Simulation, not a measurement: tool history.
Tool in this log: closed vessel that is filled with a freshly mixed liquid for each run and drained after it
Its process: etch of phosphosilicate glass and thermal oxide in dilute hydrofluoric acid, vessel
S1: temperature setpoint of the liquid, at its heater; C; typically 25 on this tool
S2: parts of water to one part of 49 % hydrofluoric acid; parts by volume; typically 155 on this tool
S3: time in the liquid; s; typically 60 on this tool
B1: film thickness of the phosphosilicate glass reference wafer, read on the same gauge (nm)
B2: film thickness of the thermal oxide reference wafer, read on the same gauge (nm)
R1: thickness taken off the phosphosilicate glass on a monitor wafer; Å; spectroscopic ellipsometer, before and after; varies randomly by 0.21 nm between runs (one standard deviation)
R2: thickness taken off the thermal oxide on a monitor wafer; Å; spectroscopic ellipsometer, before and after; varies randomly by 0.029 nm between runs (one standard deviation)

run   hour    S1   S2  S3     B1      B2      R1     R2
  1      0    25  155  60  29.99  79.994   600.3  15.13
  2   12.9  21.5  155  60     30  80.015     530  13.49
  3   37.6  21.5  155  60  29.98  80.014     529  13.85
      55.5  -- gauge calibrated
  4   60.7  29.5  180  90  29.96  79.959   894.1  21.98
  5   83.3    25   80  60  30.02   80.01    1286  32.33
  6  117.3    21  155  60  29.99  79.967   520.4   13.3
  7  149.2  22.5  230  30     30  80.017     172   4.26
  8    169    21  175  40  30.03  80.002   301.7   7.61
  9  189.3    25  155  60  30.02  80.007   606.6  15.46
 10  212.2    25  155  60  30.01  80.021   607.5  16.03
 11  245.3  22.5  115  85  30.05  79.994  1108.7  28.25
 12  272.5    20  155  30  29.98  80.024     251   6.27
 13  295.6    25  155  60  29.97  79.988   609.1  14.95
 14  319.6    28  135  75  30.04  79.975  1006.3  25.81
 15  339.4    25  155  60  29.99  80.068   610.3  15.65
 16  359.1  28.5  125  35     30  79.975   522.4  13.23
 17  380.9  29.5  155  90  30.02  79.979  1070.5  27.17
 18  408.7    25  195  85     30   80.05   660.6  16.48
 19  424.4    25  195  40     30  79.968   308.8    7.7
 20  443.4  26.5  180  60  30.01  80.008   540.3  14.05
 21    471    25  155  60     30  79.974   613.4  15.79
 22  504.4  22.5  155  40  29.99  80.029   369.6    9.4
 23  530.1  21.5  215  60  30.01  79.996   362.6   8.83
 24  551.3  21.5  215  45  30.03  80.052   272.1   6.96
 25  572.5  21.5  155  60  29.99  79.966   539.4  13.74
 26  666.6    25  110  45  29.98  79.995   685.6  17.29
 27  679.6  26.5  115  95  29.99  80.027  1455.8  37.28

A few steps of R1 between consecutive runs. Split each: what settings, incoming material and random variation would produce without the hidden state, and what is left over for the hidden state, along with gauge scatter present in only one of the two compared results (measured, and without hidden state):
Hidden state present: liquid hotter than its thermometer reads (K); hydrofluoric acid flow below the setpoint (%); gauge reads high (%).
Run 11 -> 12: S1 22.5 -> 20, S2 115 -> 155, S3 85 -> 30. R1 -857.7 Å: hidden state -9.6, all else -848.1.
Run 26 -> 27: S1 25 -> 26.5, S2 110 -> 115, S3 45 -> 95. R1 +770.2 Å: hidden state +16.1, all else +754.1.
